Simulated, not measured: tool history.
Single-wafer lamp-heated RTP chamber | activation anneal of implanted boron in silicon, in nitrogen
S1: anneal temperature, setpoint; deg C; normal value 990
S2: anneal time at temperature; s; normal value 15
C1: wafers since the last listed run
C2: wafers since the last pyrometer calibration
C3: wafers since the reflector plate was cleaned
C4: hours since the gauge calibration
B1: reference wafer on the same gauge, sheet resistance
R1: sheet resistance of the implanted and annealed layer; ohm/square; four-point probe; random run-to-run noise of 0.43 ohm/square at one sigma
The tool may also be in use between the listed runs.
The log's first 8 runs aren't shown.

{"run": 9, "day": 13.242, "S1": 990, "S2": 15, "C1": 453, "C2": 3137, "C3": 1065, "C4": 146.8, "B1": 86.11, "R1": 85.34}
{"run": 10, "day": 14.85, "S1": 990, "S2": 15, "C1": 638, "C2": 3775, "C3": 1703, "C4": 185.4, "B1": 85.99, "R1": 85.07}
{"run": 11, "day": 17.196, "S1": 990, "S2": 15, "C1": 930, "C2": 4706, "C3": 2634, "C4": 241.7, "B1": 85.98, "R1": 85}
{"run": 12, "day": 18.983, "S1": 990, "S2": 15, "C1": 709, "C2": 5415, "C3": 3343, "C4": 284.6, "B1": 85.96, "R1": 84.71}
{"run": 13, "day": 21.067, "S1": 990, "S2": 18, "C1": 826, "C2": 6241, "C3": 4170, "C4": 334.6, "B1": 86.04, "R1": 83.77}
{"day": 21.675, "done": "pyrometer window cleaned and pyrometer calibrated"}
{"run": 14, "day": 23.096, "S1": 990, "S2": 15, "C1": 672, "C2": 563, "C3": 4843, "C4": 383.3, "B1": 85.89, "R1": 83.71}
{"run": 15, "day": 24.112, "S1": 990, "S2": 15, "C1": 403, "C2": 966, "C3": 5246, "C4": 407.7, "B1": 86.08, "R1": 83.51}
{"day": 25.354, "done": "reflector plate cleaned"}
{"run": 16, "day": 26.467, "S1": 990, "S2": 13, "C1": 801, "C2": 1768, "C3": 441, "C4": 464.2, "B1": 85.96, "R1": 85.58}
{"run": 17, "day": 27.471, "S1": 966, "S2": 12, "C1": 398, "C2": 2166, "C3": 840, "C4": 488.3, "B1": 86.01, "R1": 104.3}
{"run": 18, "day": 28.621, "S1": 1011, "S2": 19, "C1": 456, "C2": 2623, "C3": 1296, "C4": 515.9, "B1": 86.09, "R1": 78.51}
{"run": 19, "day": 31.225, "S1": 990, "S2": 22, "C1": 1033, "C2": 3656, "C3": 2330, "C4": 578.4, "B1": 86.03, "R1": 82.85}
{"run": 20, "day": 32.629, "S1": 968, "S2": 24, "C1": 557, "C2": 4213, "C3": 2887, "C4": 612.1, "B1": 86.08, "R1": 94.85}
{"day": 37.967, "done": "gauge calibrated"}
{"run": 21, "day": 40.375, "S1": 1010, "S2": 23, "C1": 3073, "C2": 7287, "C3": 5960, "C4": 57.8, "B1": 86.07, "R1": 77.85}
{"day": 41.533, "done": "pyrometer window cleaned and pyrometer calibrated"}
{"day": 43.333, "done": "reflector plate cleaned"}
{"run": 22, "day": 43.354, "S1": 990, "S2": 15, "C1": 917, "C2": 590, "C3": 7, "C4": 129.3, "B1": 85.95, "R1": 84.38}
{"run": 23, "day": 44.321, "S1": 1003, "S2": 15, "C1": 383, "C2": 974, "C3": 391, "C4": 152.5, "B1": 85.76, "R1": 80.87}
{"run": 24, "day": 46.625, "S1": 978, "S2": 7, "C1": 914, "C2": 1888, "C3": 1305, "C4": 207.8, "B1": 86.14, "R1": 97.98}
{"run": 25, "day": 47.8, "S1": 999, "S2": 21, "C1": 466, "C2": 2354, "C3": 1771, "C4": 236, "B1": 85.92, "R1": 81.09}
{"run": 26, "day": 49.346, "S1": 1016, "S2": 15, "C1": 613, "C2": 2968, "C3": 2384, "C4": 273.1, "B1": 85.95, "R1": 78.64}
{"run": 27, "day": 51.971, "S1": 1003, "S2": 19, "C1": 1041, "C2": 4009, "C3": 3426, "C4": 336.1, "B1": 85.94, "R1": 80.15}
{"run": 28, "day": 53.483, "S1": 990, "S2": 15, "C1": 600, "C2": 4610, "C3": 4026, "C4": 372.4, "B1": 86.07, "R1": 84.3}
{"run": 29, "day": 55.642, "S1": 990, "S2": 15, "C1": 856, "C2": 5466, "C3": 4883, "C4": 424.2, "B1": 85.97, "R1": 84.56}
{"run": 30, "day": 58.633, "S1": 990, "S2": 19, "C1": 1187, "C2": 6653, "C3": 6070, "C4": 496, "B1": 85.9, "R1": 82.58}

4 options for the next run, each taken on its own from the tool as it stands now. Forecast them:
{"run": "A", "day": 58.65, "S1": 990, "S2": 15, "C1": 6, "C2": 6660, "C3": 6076, "C4": 496.4, "B1": "?", "R1": "?"}
{"run": "B", "day": 58.65, "S1": 980, "S2": 15, "C1": 6, "C2": 6660, "C3": 6076, "C4": 496.4, "B1": "?", "R1": "?"}
{"run": "C", "day": 58.65, "S1": 976, "S2": 22, "C1": 6, "C2": 6660, "C3": 6076, "C4": 496.4, "B1": "?", "R1": "?"}
{"run": "D", "day": 58.65, "S1": 963, "S2": 18, "C1": 6, "C2": 6660, "C3": 6076, "C4": 496.4, "B1": "?", "R1": "?"}

run=A B1=85.89 R1=83.61
run=B B1=85.89 R1=88.19
run=C B1=85.89 R1=88.1
run=D B1=85.89 R1=98.96
Stripped of hidden state, with their random variation kept, the same runs would have yielded:
run=A R1=85.4
run=B R1=90.83
run=C R1=90.68
run=D R1=103.2
